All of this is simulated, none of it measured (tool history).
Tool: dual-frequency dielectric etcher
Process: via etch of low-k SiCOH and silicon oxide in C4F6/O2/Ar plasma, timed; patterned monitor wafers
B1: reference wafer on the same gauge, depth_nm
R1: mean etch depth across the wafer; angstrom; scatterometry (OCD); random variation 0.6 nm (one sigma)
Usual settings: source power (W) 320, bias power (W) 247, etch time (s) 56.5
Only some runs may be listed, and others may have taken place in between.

run 1 hour=0.0 | source_power_(W)=320 bias_power_(W)=232 etch_time_(s)=56.5 | B1=138.4 | R1=1460
run 2 hour=69.7 | source_power_(W)=340 bias_power_(W)=247 etch_time_(s)=56.5 | B1=138.7 | R1=1549
run 3 hour=99.9 | source_power_(W)=340 bias_power_(W)=247 etch_time_(s)=56.5 | B1=138.6 | R1=1535
run 4 hour=150.5 | source_power_(W)=280 bias_power_(W)=247 etch_time_(s)=56.5 | B1=138.3 | R1=1436
run 5 hour=198.6 | source_power_(W)=280 bias_power_(W)=247 etch_time_(s)=56.5 | B1=138.5 | R1=1445
-- hour=243.8 wet clean of the chamber
run 6 hour=251.7 | source_power_(W)=320 bias_power_(W)=247 etch_time_(s)=56.5 | B1=138.5 | R1=1513
run 7 hour=293.2 | source_power_(W)=320 bias_power_(W)=247 etch_time_(s)=56.5 | B1=138.5 | R1=1513
run 8 hour=326.2 | source_power_(W)=320 bias_power_(W)=247 etch_time_(s)=56.5 | B1=138.8 | R1=1518
run 9 hour=379.3 | source_power_(W)=380 bias_power_(W)=247 etch_time_(s)=56.5 | B1=138.7 | R1=1594
-- hour=420.2 gauge calibrated
run 10 hour=447.0 | source_power_(W)=380 bias_power_(W)=247 etch_time_(s)=56.5 | B1=136.6 | R1=1578
run 11 hour=503.4 | source_power_(W)=380 bias_power_(W)=247 etch_time_(s)=56.5 | B1=136.6 | R1=1569
run 12 hour=658.0 | source_power_(W)=320 bias_power_(W)=247 etch_time_(s)=56.5 | B1=137.2 | R1=1499
run 13 hour=717.2 | source_power_(W)=340 bias_power_(W)=226 etch_time_(s)=68.0 | B1=137.1 | R1=1749
run 14 hour=746.4 | source_power_(W)=300 bias_power_(W)=295 etch_time_(s)=71.0 | B1=137.1 | R1=1996
run 15 hour=816.1 | source_power_(W)=320 bias_power_(W)=247 etch_time_(s)=50.5 | B1=137.5 | R1=1340
run 16 hour=852.7 | source_power_(W)=320 bias_power_(W)=247 etch_time_(s)=40.0 | B1=137.4 | R1=1066
run 17 hour=882.8 | source_power_(W)=320 bias_power_(W)=247 etch_time_(s)=56.5 | B1=137.4 | R1=1490
-- hour=916.8 wet clean of the chamber
run 18 hour=1015.4 | source_power_(W)=320 bias_power_(W)=295 etch_time_(s)=56.5 | B1=138.1 | R1=1630
-- hour=1160.9 upper electrode replaced
run 19 hour=1161.4 | source_power_(W)=350 bias_power_(W)=295 etch_time_(s)=67.0 | B1=137.9 | R1=1995
run 20 hour=1216.6 | source_power_(W)=320 bias_power_(W)=247 etch_time_(s)=56.5 | B1=138.1 | R1=1503
-- hour=1239.5 bias power generator calibrated
-- hour=1272.8 source power generator calibrated
run 21 hour=1364.6 | source_power_(W)=370 bias_power_(W)=212 etch_time_(s)=56.5 | B1=138.2 | R1=1462
-- hour=1427.3 wet clean of the chamber
run 22 hour=1433.3 | source_power_(W)=380 bias_power_(W)=293 etch_time_(s)=45.5 | B1=138.3 | R1=1400
run 23 hour=1465.2 | source_power_(W)=320 bias_power_(W)=247 etch_time_(s)=71.5 | B1=138.4 | R1=1899
run 24 hour=1498.6 | source_power_(W)=320 bias_power_(W)=247 etch_time_(s)=69.0 | B1=138.4 | R1=1848
run 25 hour=1538.4 | source_power_(W)=290 bias_power_(W)=247 etch_time_(s)=66.5 | B1=138.4 | R1=1714
run 26 hour=1600.0 | source_power_(W)=280 bias_power_(W)=247 etch_time_(s)=66.5 | B1=138.6 | R1=1697
run 27 hour=1658.3 | source_power_(W)=320 bias_power_(W)=247 etch_time_(s)=72.0 | B1=138.8 | R1=1912
run 28 hour=1720.7 | source_power_(W)=340 bias_power_(W)=247 etch_time_(s)=56.5 | B1=138.7 | R1=1536
run 29 hour=1747.3 | source_power_(W)=320 bias_power_(W)=247 etch_time_(s)=44.5 | B1=138.6 | R1=1188
run 30 hour=1798.4 | source_power_(W)=320 bias_power_(W)=247 etch_time_(s)=56.5 | B1=138.8 | R1=1511

The tool's hidden state at each run:
etch rate over this chamber's usual, %: 0 in every run
source power that arrives over what is set, %: 0 in every run
bias power that arrives over what is set, %: 0 in every run
H1: gauge reads high (%)
run=1 H1=1.83
run=2 H1=1.84
run=3 H1=1.84
run=4 H1=1.85
run=5 H1=1.85
run=6 H1=1.86
run=7 H1=1.86
run=8 H1=1.87
run=9 H1=1.87
run=10 H1=0.282
run=11 H1=0.425
run=12 H1=0.765
run=13 H1=0.878
run=14 H1=0.93
run=15 H1=1.05
run=16 H1=1.11
run=17 H1=1.15
run=18 H1=1.33
run=19 H1=1.5
run=20 H1=1.55
run=21 H1=1.68
run=22 H1=1.73
run=23 H1=1.75
run=24 H1=1.77
run=25 H1=1.8
run=26 H1=1.84
run=27 H1=1.87
run=28 H1=1.9
run=29 H1=1.91
run=30 H1=1.94
